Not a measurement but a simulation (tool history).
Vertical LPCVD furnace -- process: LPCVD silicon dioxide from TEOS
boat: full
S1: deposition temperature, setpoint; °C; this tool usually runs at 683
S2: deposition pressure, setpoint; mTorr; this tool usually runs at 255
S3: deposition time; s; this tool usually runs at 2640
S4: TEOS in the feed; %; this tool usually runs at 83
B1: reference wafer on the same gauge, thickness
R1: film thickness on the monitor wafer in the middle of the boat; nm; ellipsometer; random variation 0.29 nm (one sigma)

| run | hour | S1 | S2 | S3 | S4 | B1 | R1 |
|---|---|---|---|---|---|---|---|
| 1 | 0.0 | 683 | 255 | 2640 | 83 | 202.08 | 214.17 |
| 2 | 10.8 | 683 | 255 | 2640 | 83 | 202.02 | 214.72 |
| 3 | 21.6 | 683 | 255 | 2640 | 83 | 202.04 | 214.63 |
| 4 | 32.8 | 683 | 255 | 2640 | 83 | 202.04 | 214.84 |
| 5 | 44.3 | 683 | 255 | 2640 | 83 | 202.01 | 214.95 |
| 6 | 63.2 | 683 | 255 | 2640 | 83 | 202.03 | 214.13 |
|  | 63.8 | gauge calibrated |
|  | 101.8 | pressure gauge zeroed |
| 7 | 102.3 | 683 | 220 | 2850 | 83 | 201.96 | 215.81 |
| 8 | 107.1 | 683 | 220 | 2850 | 83 | 201.99 | 215.52 |
| 9 | 112.0 | 683 | 255 | 2940 | 77 | 202.11 | 230.50 |
|  | 135.7 | thermocouples replaced and temperature profile calibrated |
| 10 | 136.2 | 683 | 255 | 2940 | 77 | 202.02 | 208.53 |
| 11 | 141.0 | 686 | 295 | 3180 | 71 | 202.01 | 250.94 |
| 12 | 145.9 | 686 | 255 | 2640 | 83 | 202.00 | 209.64 |
| 13 | 159.9 | 676 | 215 | 2640 | 97 | 202.05 | 163.38 |
|  | 191.4 | TEOS flow controller replaced |
| 14 | 191.9 | 683 | 290 | 2640 | 83 | 202.08 | 209.03 |
| 15 | 213.9 | 683 | 255 | 1950 | 71 | 202.03 | 133.69 |
| 16 | 231.3 | 690 | 205 | 3540 | 78 | 202.02 | 270.79 |
| 17 | 245.2 | 683 | 255 | 2640 | 83 | 201.95 | 196.66 |
|  | 247.8 | gauge calibrated |
| 18 | 281.5 | 683 | 255 | 2640 | 79 | 201.94 | 192.42 |
| 19 | 289.4 | 683 | 270 | 2640 | 83 | 201.99 | 202.36 |
| 20 | 298.3 | 683 | 255 | 1740 | 83 | 202.04 | 130.00 |
| 21 | 312.1 | 683 | 255 | 2640 | 83 | 202.05 | 198.13 |

What if the next run were any one of these 4? Each begins from the tool's condition after run 21:
| A | 317.1 | 683 | 255 | 2640 | 97 | ? | ? |
| B | 317.1 | 677 | 255 | 3090 | 83 | ? | ? |
| C | 317.1 | 678 | 235 | 3390 | 91 | ? | ? |
| D | 317.1 | 683 | 235 | 2640 | 97 | ? | ? |

| run | B1 | R1 |
|---|---|---|
| A | 202.01 | 212.78 |
| B | 202.01 | 199.22 |
| C | 202.01 | 225.10 |
| D | 202.01 | 204.26 |
Had the tool no hidden state, the same runs would have come out as:
| run | R1 |
|---|---|
| A | 209.02 |
| B | 195.66 |
| C | 221.09 |
| D | 200.66 |

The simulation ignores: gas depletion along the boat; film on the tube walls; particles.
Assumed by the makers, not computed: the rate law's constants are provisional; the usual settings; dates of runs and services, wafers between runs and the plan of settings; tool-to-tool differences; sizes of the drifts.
